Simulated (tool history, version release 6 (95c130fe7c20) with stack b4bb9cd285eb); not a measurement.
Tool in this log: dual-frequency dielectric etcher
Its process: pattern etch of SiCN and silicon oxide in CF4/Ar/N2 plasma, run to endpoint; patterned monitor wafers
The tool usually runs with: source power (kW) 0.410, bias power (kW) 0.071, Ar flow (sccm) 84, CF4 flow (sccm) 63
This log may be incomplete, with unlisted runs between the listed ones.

run	day	source power (kW)	bias power (kW)	Ar flow (sccm)	CF4 flow (sccm)	wafers since the last listed run	hours since the last wet clean	hours since the last source power generator calibration	hours since the last bias power generator calibration	hours since the last Ar flow controller change	hours since the last CF4 flow controller change	hours since the last upper electrode change	incoming incoming film thickness, nm	endpoint time (s)
1	0.000	0.410	0.071	92	63	0	139.7	1382.1	5270.5	3868.2	3874.2	4633.5	13.32	17.1
2	0.800	0.410	0.071	92	63	323	158.9	1401.3	5289.7	3887.4	3893.4	4652.7	13.34	17.0
3	1.892	0.410	0.071	92	63	442	185.1	1427.5	5315.9	3913.6	3919.6	4678.9	13.16	16.9
4	2.617	0.410	0.080	84	63	293	202.5	1444.9	5333.3	3931.0	3937.0	4696.3	13.32	16.1
5	4.075	0.410	0.080	84	63	590	237.5	1479.9	5368.3	3966.0	3972.0	4731.3	13.23	15.9
6	5.200	0.410	0.071	84	63	455	264.5	1506.9	5395.3	3993.0	3999.0	4758.3	13.12	16.4
7	5.908	0.410	0.071	84	63	286	281.5	1523.9	5412.3	4010.0	4016.0	4775.3	13.18	16.7
8	6.496	0.410	0.071	84	63	237	295.6	1538.0	5426.4	4024.1	4030.1	4789.4	13.13	16.6
9	7.333	0.410	0.071	84	75	339	315.7	1558.1	5446.5	4044.2	4050.2	4809.5	13.19	16.2
10	7.842	0.410	0.071	84	75	205	327.9	1570.3	5458.7	4056.4	4062.4	4821.7	13.21	16.3
# day 8.867: bias power generator calibrated
11	9.554	0.410	0.064	97	63	626	369.0	1611.4	16.5	4097.5	4103.5	4862.8	13.13	17.6
# day 9.967: CF4 flow controller replaced
12	11.050	0.450	0.063	84	63	504	404.9	1647.3	52.4	4133.4	26.0	4898.7	13.24	15.4
13	12.229	0.340	0.086	96	69	477	433.2	1675.6	80.7	4161.7	54.3	4927.0	13.19	19.6
# day 14.088: wet clean of the chamber
14	14.108	0.350	0.086	91	48	356	0.5	1720.7	125.8	4206.8	99.4	4972.1	13.19	19.1
15	14.312	0.460	0.063	101	54	82	5.4	1725.6	130.7	4211.7	104.3	4977.0	13.16	15.9
16	15.121	0.410	0.081	64	63	327	24.8	1745.0	150.1	4231.1	123.7	4996.4	13.22	15.1
# day 15.762: source power generator calibrated
# day 16.525: Ar flow controller replaced
17	16.588	0.410	0.071	84	63	425	60.0	19.8	185.3	1.5	158.9	5031.6	13.14	17.5
# day 17.608: upper electrode replaced
18	18.038	0.410	0.079	84	63	182	94.8	54.6	220.1	36.3	193.7	10.3	13.23	16.9
19	18.804	0.490	0.071	84	63	310	113.2	73.0	238.5	54.7	212.1	28.7	13.39	14.5
20	20.254	0.450	0.071	84	63	587	148.0	107.8	273.3	89.5	246.9	63.5	13.24	15.7
21	21.062	0.480	0.071	89	75	327	167.4	127.2	292.7	108.9	266.3	82.9	13.18	14.6
22	22.279	0.340	0.056	89	77	492	196.6	156.4	321.9	138.1	295.5	112.1	13.24	23.1
23	23.500	0.450	0.071	102	63	494	225.9	185.7	351.2	167.4	324.8	141.4	13.22	16.4
24	24.129	0.410	0.071	84	63	254	241.0	200.8	366.3	182.5	339.9	156.5	13.12	17.2

Hidden state or all else? Some run-to-run changes of endpoint time (s), split into what the settings, what came in and random variation would give without the hidden state, and what is left for the hidden state (with any gauge scatter that isn't in both results):
What the log doesn't record here: etch rate over this chamber's usual, %; source power that arrives over what is set, %; bias power that arrives over what is set, %; Ar flow that arrives over what is set, %; CF4 flow that arrives over what is set, %.
Run 12 -> 13: source power (kW) 0.450 -> 0.340, bias power (kW) 0.063 -> 0.086, Ar flow (sccm) 84 -> 96, CF4 flow (sccm) 63 -> 69. endpoint time (s) +4.2: hidden state -0.3, all else +4.5.
Run 16 -> 17: bias power (kW) 0.081 -> 0.071, Ar flow (sccm) 64 -> 84, source power generator calibrated, Ar flow controller replaced. endpoint time (s) +2.4: hidden state +1.0, all else +1.4.
Run 21 -> 22: source power (kW) 0.480 -> 0.340, bias power (kW) 0.071 -> 0.056, CF4 flow (sccm) 75 -> 77. endpoint time (s) +8.5: hidden state +0.0, all else +8.5.
Run 22 -> 23: source power (kW) 0.340 -> 0.450, bias power (kW) 0.056 -> 0.071, Ar flow (sccm) 89 -> 102, CF4 flow (sccm) 77 -> 63. endpoint time (s) -6.7: hidden state +0.1, all else -6.8.

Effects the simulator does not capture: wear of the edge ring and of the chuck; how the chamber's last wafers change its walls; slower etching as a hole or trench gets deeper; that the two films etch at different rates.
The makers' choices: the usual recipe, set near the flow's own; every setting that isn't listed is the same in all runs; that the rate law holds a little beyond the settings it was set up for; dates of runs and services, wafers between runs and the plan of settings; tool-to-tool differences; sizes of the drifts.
